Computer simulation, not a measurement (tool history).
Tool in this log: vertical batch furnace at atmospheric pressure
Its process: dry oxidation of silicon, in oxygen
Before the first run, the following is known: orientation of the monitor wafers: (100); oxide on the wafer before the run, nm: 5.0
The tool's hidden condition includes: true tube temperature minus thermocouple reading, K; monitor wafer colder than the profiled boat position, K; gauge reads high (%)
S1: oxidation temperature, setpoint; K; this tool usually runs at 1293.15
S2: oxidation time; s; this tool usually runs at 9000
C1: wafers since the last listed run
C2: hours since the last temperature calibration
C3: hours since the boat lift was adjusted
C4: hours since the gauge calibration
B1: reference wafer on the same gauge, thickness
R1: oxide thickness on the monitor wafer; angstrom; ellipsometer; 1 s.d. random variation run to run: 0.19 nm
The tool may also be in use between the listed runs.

| run | hour | S1 | S2 | C1 | C2 | C3 | C4 | B1 | R1 |
|---|---|---|---|---|---|---|---|---|---|
| 1 | 0 | 1282.15 | 9000 | 0 | 3596.1 | 3388.3 | 440.6 | 84.98 | 1011.5 |
| 2 | 25.4 | 1293.15 | 9000 | 222 | 3621.5 | 3413.7 | 466 | 85 | 1111.9 |
| 3 | 38.3 | 1293.15 | 9000 | 113 | 3634.4 | 3426.6 | 478.9 | 85.04 | 1114.4 |
| 4 | 61.7 | 1293.15 | 9000 | 205 | 3657.8 | 3450 | 502.3 | 84.99 | 1110.3 |
| 5 | 80.9 | 1293.15 | 9000 | 168 | 3677 | 3469.2 | 521.5 | 84.98 | 1109.2 |
| 6 | 90.8 | 1293.15 | 9000 | 86 | 3686.9 | 3479.1 | 531.4 | 84.98 | 1107.8 |
| 7 | 116.3 | 1293.15 | 10380 | 223 | 3712.4 | 3504.6 | 556.9 | 85.02 | 1224.8 |
| 8 | 134.9 | 1293.15 | 10380 | 163 | 3731 | 3523.2 | 575.5 | 85 | 1220.7 |
| 9 | 156.8 | 1293.15 | 10380 | 191 | 3752.9 | 3545.1 | 597.4 | 85.03 | 1219.9 |
| 10 | 170.1 | 1293.15 | 9000 | 116 | 3766.2 | 3558.4 | 610.7 | 85.01 | 1112.1 |
| 11 | 182.8 | 1293.15 | 9000 | 111 | 3778.9 | 3571.1 | 623.4 | 84.99 | 1109.8 |
| 12 | 209.8 | 1293.15 | 9000 | 236 | 3805.9 | 3598.1 | 650.4 | 84.97 | 1113.1 |
| 13 | 223 | 1293.15 | 11730 | 115 | 3819.1 | 3611.3 | 663.6 | 84.98 | 1326.8 |
| 14 | 248.3 | 1293.15 | 11730 | 221 | 3844.4 | 3636.6 | 688.9 | 84.98 | 1322.5 |
| 15 | 325.3 | 1293.15 | 9000 | 674 | 3921.4 | 3713.6 | 765.9 | 85.01 | 1111.6 |
| 16 | 362.4 | 1293.15 | 9000 | 325 | 3958.5 | 3750.7 | 803 | 85.01 | 1112.4 |
| 17 | 386.2 | 1293.15 | 9000 | 208 | 3982.3 | 3774.5 | 826.8 | 84.98 | 1107.2 |
|  | 391.5 | gauge calibrated |
| 18 | 407.4 | 1293.15 | 12360 | 185 | 4003.5 | 3795.7 | 15.9 | 85.03 | 1374 |
| 19 | 430.8 | 1293.15 | 12360 | 205 | 4026.9 | 3819.1 | 39.3 | 85 | 1371.6 |
| 20 | 455.3 | 1283.15 | 13350 | 214 | 4051.4 | 3843.6 | 63.8 | 85.01 | 1327.3 |
| 21 | 477.9 | 1293.15 | 9000 | 198 | 4074 | 3866.2 | 86.4 | 85 | 1114.5 |
| 22 | 501.6 | 1274.15 | 11160 | 207 | 4097.7 | 3889.9 | 110.1 | 84.99 | 1089.9 |
|  | 530.6 | thermocouples replaced and temperature profile calibrated |
| 23 | 531.1 | 1270.15 | 12540 | 48 | 0.5 | 3919.4 | 139.6 | 85.02 | 1082.6 |
| 24 | 537.6 | 1313.15 | 9000 | 56 | 7 | 3925.9 | 146.1 | 85 | 1257.5 |
|  | 587.4 | boat lift adjusted |
| 25 | 617.5 | 1302.15 | 5490 | 490 | 86.9 | 30.1 | 226 | 84.99 | 829.5 |
| 26 | 637.2 | 1281.15 | 9000 | 172 | 106.6 | 49.8 | 245.7 | 84.94 | 959.2 |
| 27 | 653.7 | 1308.15 | 13470 | 144 | 123.1 | 66.3 | 262.2 | 85 | 1569.7 |
| 28 | 671 | 1317.15 | 7080 | 151 | 140.4 | 83.6 | 279.5 | 85.04 | 1109.2 |
| 29 | 695.1 | 1293.15 | 9000 | 211 | 164.5 | 107.7 | 303.6 | 85 | 1067.2 |
| 30 | 712 | 1293.15 | 6180 | 148 | 181.4 | 124.6 | 320.5 | 85 | 828.4 |
| 31 | 724.3 | 1293.15 | 9000 | 107 | 193.7 | 136.9 | 332.8 | 85 | 1068.9 |
| 32 | 750.8 | 1313.15 | 9000 | 232 | 220.2 | 163.4 | 359.3 | 85 | 1265.8 |
| 33 | 766.2 | 1293.15 | 9000 | 134 | 235.6 | 178.8 | 374.7 | 85 | 1070.7 |
| 34 | 781.4 | 1280.15 | 6540 | 133 | 250.8 | 194 | 389.9 | 85.04 | 769.4 |
| 35 | 799.7 | 1283.15 | 11730 | 160 | 269.1 | 212.3 | 408.2 | 84.96 | 1174.9 |
| 36 | 812.2 | 1293.15 | 9000 | 109 | 281.6 | 224.8 | 420.7 | 85 | 1071.4 |
| 37 | 834.4 | 1293.15 | 9000 | 194 | 303.8 | 247 | 442.9 | 85.01 | 1069.9 |
| 38 | 845.7 | 1276.15 | 6330 | 99 | 315.1 | 258.3 | 454.2 | 85 | 724.6 |
| 39 | 871 | 1303.15 | 9000 | 221 | 340.4 | 283.6 | 479.5 | 85 | 1164.3 |

Predict each of these 4 candidate next runs independently; none follows another, all start after run 39:
| A | 877.6 | 1293.15 | 9000 | 57 | 347 | 290.2 | 486.1 | ? | ? |
| B | 877.6 | 1307.15 | 9000 | 57 | 347 | 290.2 | 486.1 | ? | ? |
| C | 877.6 | 1293.15 | 11580 | 57 | 347 | 290.2 | 486.1 | ? | ? |
| D | 877.6 | 1277.15 | 11700 | 57 | 347 | 290.2 | 486.1 | ? | ? |

| run | B1 | R1 |
|---|---|---|
| A | 85.01 | 1074.2 |
| B | 85.01 | 1208.7 |
| C | 85.01 | 1271 |
| D | 85.01 | 1112.8 |
What these runs would have given with no unlogged condition in the tool:
| run | R1 |
|---|---|
| A | 1061.7 |
| B | 1195.4 |
| C | 1256.5 |
| D | 1099.3 |

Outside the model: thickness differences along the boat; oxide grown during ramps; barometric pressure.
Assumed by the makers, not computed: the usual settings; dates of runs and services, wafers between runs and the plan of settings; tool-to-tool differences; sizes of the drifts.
